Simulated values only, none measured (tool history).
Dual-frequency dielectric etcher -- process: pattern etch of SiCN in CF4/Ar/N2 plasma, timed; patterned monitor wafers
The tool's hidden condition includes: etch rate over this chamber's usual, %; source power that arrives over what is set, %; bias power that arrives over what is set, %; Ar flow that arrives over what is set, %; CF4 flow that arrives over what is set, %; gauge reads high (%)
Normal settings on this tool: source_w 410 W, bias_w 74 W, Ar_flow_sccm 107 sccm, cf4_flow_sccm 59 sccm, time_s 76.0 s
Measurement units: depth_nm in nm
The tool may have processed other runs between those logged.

run	hour	source_w	bias_w	Ar_flow_sccm	cf4_flow_sccm	time_s	wafers since the last listed run	hours since the last wet clean	hours since the last source power generator calibration	hours since the last bias power generator calibration	hours since the last Ar flow controller change	hours since the last CF4 flow controller change	hours since the last upper electrode change	hours since the gauge calibration	read-back reference wafer on the same gauge, depth_nm	depth_nm
1	0.0	410	74	107	59	76.0	0	1.8	3447.2	1737.0	3357.1	30.6	80.3	156.9	56.9	61.4
2	59.1	410	74	107	59	76.0	1001	60.9	3506.3	1796.1	3416.2	89.7	139.4	216.0	56.7	61.4
# hour 73.9: source power generator calibrated
3	119.4	410	74	107	66	76.0	953	121.2	45.5	1856.4	3476.5	150.0	199.7	276.3	56.8	64.9
4	155.6	410	74	107	59	76.0	613	157.4	81.7	1892.6	3512.7	186.2	235.9	312.5	56.8	63.8
5	200.3	410	74	107	59	76.0	757	202.1	126.4	1937.3	3557.4	230.9	280.6	357.2	56.9	64.2
# hour 262.1: Ar flow controller replaced
6	262.6	410	85	82	59	76.0	953	264.4	188.7	1999.6	0.5	293.2	342.9	419.5	56.8	69.5
# hour 290.0: bias power generator calibrated
7	294.6	410	74	116	59	76.0	474	296.4	220.7	4.6	32.5	325.2	374.9	451.5	56.9	64.7
8	353.5	410	74	107	59	96.5	997	355.3	279.6	63.5	91.4	384.1	433.8	510.4	56.8	82.7
9	378.2	410	74	107	59	76.0	418	380.0	304.3	88.2	116.1	408.8	458.5	535.1	56.8	64.5
# hour 420.3: wet clean of the chamber
10	430.4	410	74	107	59	76.0	477	10.1	356.5	140.4	168.3	461.0	510.7	587.3	56.7	64.7
11	460.6	370	74	107	59	76.0	511	40.3	386.7	170.6	198.5	491.2	540.9	617.5	56.9	58.4
12	492.7	410	74	107	59	76.0	543	72.4	418.8	202.7	230.6	523.3	573.0	649.6	56.9	64.9
13	519.9	410	74	107	49	76.0	460	99.6	446.0	229.9	257.8	550.5	600.2	676.8	56.8	61.6
14	545.3	410	74	107	59	76.0	430	125.0	471.4	255.3	283.2	575.9	625.6	702.2	56.7	64.4
15	587.4	410	74	97	46	66.5	713	167.1	513.5	297.4	325.3	618.0	667.7	744.3	56.8	53.6
16	654.9	350	74	107	59	76.0	1143	234.6	581.0	364.9	392.8	685.5	735.2	811.8	56.9	55.1
17	711.8	310	66	107	59	76.0	963	291.5	637.9	421.8	449.7	742.4	792.1	868.7	56.8	45.6
18	757.7	410	74	107	59	84.0	777	337.4	683.8	467.7	495.6	788.3	838.0	914.6	56.8	71.6
19	797.7	410	74	107	59	85.5	677	377.4	723.8	507.7	535.6	828.3	878.0	954.6	56.7	72.6
# hour 822.1: wet clean of the chamber
20	849.9	410	79	107	67	76.0	477	27.8	776.0	559.9	587.8	880.5	930.2	1006.8	56.9	68.1

Some steps in depth_nm between neighbouring runs. How much of each would the tool show without its hidden state too (settings, what came in, random variation), and how much is left for the hidden state, with any gauge scatter that isn't in both results?
Run 2 -> 3: cf4_flow_sccm 59 -> 66, source power generator calibrated. depth_nm +3.5 nm: hidden state +2.8, all else +0.7.
Run 6 -> 7: bias_w 85 -> 74, Ar_flow_sccm 82 -> 116, bias power generator calibrated. depth_nm -4.8 nm: hidden state +1.7, all else -6.5.
Run 8 -> 9: time_s 96.5 -> 76.0. depth_nm -18.2 nm: hidden state +0.0, all else -18.2.
Run 17 -> 18: source_w 310 -> 410, bias_w 66 -> 74, time_s 76.0 -> 84.0. depth_nm +26.0 nm: hidden state -0.3, all else +26.3.
